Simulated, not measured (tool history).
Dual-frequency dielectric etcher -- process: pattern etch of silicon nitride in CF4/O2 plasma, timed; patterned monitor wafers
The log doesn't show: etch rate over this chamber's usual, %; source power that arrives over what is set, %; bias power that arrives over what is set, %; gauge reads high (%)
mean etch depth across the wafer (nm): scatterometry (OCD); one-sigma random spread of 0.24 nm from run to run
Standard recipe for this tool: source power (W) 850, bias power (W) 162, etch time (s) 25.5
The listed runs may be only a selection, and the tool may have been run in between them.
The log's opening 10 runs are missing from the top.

run,hour,source power (W),bias power (W),etch time (s),wafers since the last listed run,hours since the last wet clean,hours since the last source power generator calibration,hours since the last bias power generator calibration,hours since the last upper electrode change,hours since the gauge calibration,"read-back reference wafer on the same gauge, depth_nm",mean etch depth across the wafer (nm)
11,747.5,970,162,23.0,423,290.8,3979.0,1552.0,673.1,300.1,73.4,76.1
# hour 798.7: source power generator calibrated
12,830.9,760,162,25.5,885,374.2,32.2,1635.4,756.5,383.5,73.6,73.9
13,928.9,970,162,23.0,1092,472.2,130.2,1733.4,854.5,481.5,73.7,76.7
14,973.1,1060,197,27.5,492,516.4,174.4,1777.6,898.7,525.7,73.7,100.6
15,1037.6,850,162,25.5,719,580.9,238.9,1842.1,963.2,590.2,73.7,78.8
16,1075.5,850,162,25.5,422,618.8,276.8,1880.0,1001.1,628.1,73.6,79.2
17,1112.6,750,202,25.5,413,655.9,313.9,1917.1,1038.2,665.2,73.5,77.6
# hour 1186.3: wet clean of the chamber
18,1206.2,750,162,25.5,776,19.9,407.5,2010.7,1131.8,758.8,73.6,72.5
19,1274.3,720,162,25.5,759,88.0,475.6,2078.8,1199.9,826.9,73.5,71.3
20,1349.5,950,162,28.5,838,163.2,550.8,2154.0,1275.1,902.1,73.6,92.8
# hour 1367.0: bias power generator calibrated
21,1412.6,930,136,27.5,659,226.3,613.9,45.6,1338.2,965.2,73.6,86.0
22,1480.4,850,162,25.5,756,294.1,681.7,113.4,1406.0,1033.0,73.6,78.7
23,1554.0,850,180,25.5,820,367.7,755.3,187.0,1479.6,1106.6,73.5,79.7
24,1608.5,850,145,25.5,607,422.2,809.8,241.5,1534.1,1161.1,73.6,76.8
25,1715.4,850,162,21.0,1192,529.1,916.7,348.4,1641.0,1268.0,73.6,65.1
26,1779.4,850,182,23.0,713,593.1,980.7,412.4,1705.0,1332.0,73.6,73.0
27,1832.1,850,162,21.5,587,645.8,1033.4,465.1,1757.7,1384.7,73.7,66.7
# hour 1899.5: wet clean of the chamber
28,1935.0,960,162,25.5,879,35.5,1136.3,568.0,1860.6,1487.6,73.5,83.2
29,1972.9,850,186,25.5,422,73.4,1174.2,605.9,1898.5,1525.5,73.6,80.0
30,2031.0,640,149,20.0,647,131.5,1232.3,664.0,1956.6,1583.6,73.6,51.5

Forecast each of these 4 alternatives for the next run:
A,2031.4,850,162,25.5,4,131.9,1232.7,664.4,1957.0,1584.0,?,?
B,2031.4,850,143,25.5,4,131.9,1232.7,664.4,1957.0,1584.0,?,?
C,2031.4,700,140,31.5,4,131.9,1232.7,664.4,1957.0,1584.0,?,?
D,2031.4,1040,177,29.5,4,131.9,1232.7,664.4,1957.0,1584.0,?,?

run,"read-back reference wafer on the same gauge, depth_nm",mean etch depth across the wafer (nm)
A,73.7,77.9
B,73.7,76.0
C,73.7,84.2
D,73.7,103.1
The same runs, with their run-to-run variation unchanged, on a tool lacking any hidden condition would have given:
run,mean etch depth across the wafer (nm)
A,77.6
B,75.8
C,83.9
D,102.7
